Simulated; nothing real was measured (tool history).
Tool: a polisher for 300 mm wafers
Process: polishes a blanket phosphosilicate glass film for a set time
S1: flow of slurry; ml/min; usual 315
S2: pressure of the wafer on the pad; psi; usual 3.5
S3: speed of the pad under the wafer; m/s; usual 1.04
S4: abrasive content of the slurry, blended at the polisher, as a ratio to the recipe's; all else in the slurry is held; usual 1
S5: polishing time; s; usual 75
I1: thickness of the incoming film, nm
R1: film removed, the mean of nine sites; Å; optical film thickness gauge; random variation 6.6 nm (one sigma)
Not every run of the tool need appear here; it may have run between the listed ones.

| run | hour | S1 | S2 | S3 | S4 | S5 | I1 | R1 |
|---|---|---|---|---|---|---|---|---|
| 1 | 0 | 315 | 3.5 | 1.04 | 1 | 75 | 3327.7 | 8376 |
| 2 | 31.4 | 315 | 3.5 | 1.04 | 1 | 75 | 3267.4 | 8065 |
| 3 | 66.9 | 315 | 3.5 | 1.04 | 1 | 75 | 3282.9 | 7713 |
| 4 | 105.2 | 315 | 3.5 | 1.04 | 1 | 75 | 3267.9 | 7650 |
|  | 125.7 | worn pad replaced by a new one |
| 5 | 141.1 | 315 | 3.5 | 1.04 | 1.15 | 75 | 3304.2 | 8700 |
| 6 | 169.9 | 315 | 3.5 | 0.92 | 0.9 | 75 | 3323.5 | 6829 |
| 7 | 198.6 | 385 | 3.5 | 1.04 | 1 | 75 | 3280.3 | 7997 |
| 8 | 225.3 | 385 | 3.5 | 1.04 | 1 | 75 | 3307 | 7859 |
| 9 | 242.4 | 315 | 3.9 | 1.04 | 0.85 | 75 | 3248.3 | 7879 |
| 10 | 255.3 | 315 | 3.9 | 1.04 | 0.85 | 75 | 3314.1 | 7867 |
|  | 260.4 | slurry nozzle cleaned |
|  | 275.5 | worn pad replaced by a new one |
| 11 | 276.9 | 315 | 2.6 | 1.04 | 0.75 | 55 | 3268.5 | 4043 |
|  | 305.6 | conditioning disc replaced and pad reconditioned |
| 12 | 308.8 | 205 | 2.9 | 1.36 | 1 | 75 | 3298 | 7953 |
|  | 328 | head pressure recalibrated |
| 13 | 333.3 | 315 | 3.5 | 1.04 | 1 | 75 | 3276.2 | 7885 |
| 14 | 357.2 | 225 | 3.5 | 0.72 | 0.85 | 83 | 3335.5 | 5758 |
| 15 | 374.1 | 315 | 3.5 | 1.26 | 1 | 75 | 3303.8 | 8986 |
|  | 395.9 | slurry blender recalibrated |
| 16 | 402.2 | 315 | 4.5 | 1.32 | 1.3 | 85 | 3275 | 14883 |
|  | 409 | worn pad replaced by a new one |
| 17 | 416.7 | 420 | 3.5 | 1.26 | 1 | 75 | 3293.8 | 9998 |
| 18 | 447.8 | 315 | 3.5 | 1.22 | 1 | 75 | 3257 | 9155 |
| 19 | 466.6 | 315 | 3.5 | 1.04 | 1 | 75 | 3309 | 7871 |
| 20 | 487.2 | 315 | 4.5 | 1.28 | 1 | 75 | 3276.6 | 11534 |
| 21 | 511.2 | 350 | 3.5 | 0.7 | 0.75 | 95 | 3318.5 | 6279 |
| 22 | 524.5 | 315 | 3.9 | 1.26 | 0.8 | 75 | 3220.3 | 8872 |
| 23 | 554.9 | 315 | 3.5 | 1.04 | 1 | 75 | 3273.1 | 7723 |
|  | 567.1 | worn pad replaced by a new one |
| 24 | 576.7 | 225 | 3.5 | 1.04 | 0.75 | 67 | 3302.7 | 6154 |
| 25 | 589.7 | 280 | 4.5 | 1.04 | 1 | 75 | 3234.4 | 10091 |

Each row is a separate what-if for the run after 25, all from the same tool condition, not one after another. Results?
| A | 590.1 | 315 | 3.5 | 1.04 | 1 | 75 | 3338.6 | ? |
| B | 590.1 | 265 | 2.6 | 0.88 | 1 | 93 | 3338.6 | ? |
| C | 590.1 | 315 | 2.5 | 1.38 | 1.15 | 75 | 3338.6 | ? |
| D | 590.1 | 315 | 4.7 | 1.04 | 0.75 | 49 | 3338.6 | ? |

| run | R1 |
|---|---|
| A | 8205 |
| B | 6684 |
| C | 8094 |
| D | 6074 |
Without the tool's hidden state the same runs would have given:
| run | R1 |
|---|---|
| A | 8556 |
| B | 6970 |
| C | 8441 |
| D | 6334 |
